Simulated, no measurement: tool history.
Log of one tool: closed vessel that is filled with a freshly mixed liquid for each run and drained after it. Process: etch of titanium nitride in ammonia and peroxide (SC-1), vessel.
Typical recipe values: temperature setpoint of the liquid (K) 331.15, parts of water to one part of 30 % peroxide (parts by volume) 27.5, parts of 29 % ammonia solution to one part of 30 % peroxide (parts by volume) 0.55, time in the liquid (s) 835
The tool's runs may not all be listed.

run    hour  temperature setpoint of the liquid (K)  parts of water to one part of 30 % peroxide (parts by volume)  parts of 29 % ammonia solution to one part of 30 % peroxide (parts by volume)  time in the liquid (s)  read-back film thickness of the titanium nitride reference wafer, read on the same gauge (nm)  thickness taken off the titanium nitride on a monitor wafer (nm)
  1       0                                  331.15                                                           27.5                                                                           0.55                     835                                                                                          30.01                                                              43.6
       73.3  -- new drum of ammonia solution connected
  2    74.9                                  331.15                                                           19.5                                                                           0.55                     835                                                                                             30                                                             52.94
  3   151.6                                  331.15                                                           19.5                                                                           0.55                     835                                                                                          30.02                                                             52.96
  4     204                                  331.15                                                           27.5                                                                           0.55                     835                                                                                             30                                                             43.69
  5   288.4                                  331.15                                                           27.5                                                                           0.55                     835                                                                                          29.94                                                             43.72
  6   356.5                                  331.15                                                             18                                                                           0.55                     505                                                                                          30.05                                                             33.79
  7   458.7                                  331.15                                                           27.5                                                                           0.25                     835                                                                                             30                                                             37.82
  8   518.4                                  331.15                                                           27.5                                                                            0.8                     835                                                                                          29.96                                                             47.29
  9   612.9                                  331.15                                                           27.5                                                                           0.55                     835                                                                                          30.02                                                             43.97
 10   698.1                                  327.15                                                           27.5                                                                           0.55                     475                                                                                          29.95                                                             19.21
 11   745.1                                  335.65                                                           27.5                                                                            0.8                     835                                                                                          30.01                                                             63.73
 12   789.6                                  331.15                                                           20.5                                                                           0.85                     835                                                                                          30.01                                                             56.62
        827  -- new drum of ammonia solution connected
 13     836                                  331.15                                                           27.5                                                                            0.4                     835                                                                                          30.01                                                             41.77
      864.9  -- ammonia flow meter replaced
 14   888.2                                  333.65                                                             15                                                                           0.65                     965                                                                                          29.99                                                             86.15
 15   931.5                                  331.15                                                           27.5                                                                           0.55                     835                                                                                          29.98                                                             43.42
 16   993.9                                  331.15                                                           27.5                                                                           0.55                     540                                                                                          30.02                                                             28.22
 17  1085.4                                  331.15                                                           27.5                                                                           0.45                    1060                                                                                          30.02                                                             53.59

Expected results for the next run?
 18  1145.4                                  331.15                                                           27.5                                                                            0.4                     835                                                                                              ?                                                                 ?

{"run 18": {"read-back film thickness of the titanium nitride reference wafer, read on the same gauge (nm)": 30.02, "thickness taken off the titanium nitride on a monitor wafer (nm)": 41.02}}
Minus the tool's unlogged condition, the same run would have read thickness taken off the titanium nitride on a monitor wafer (nm) 40.58.
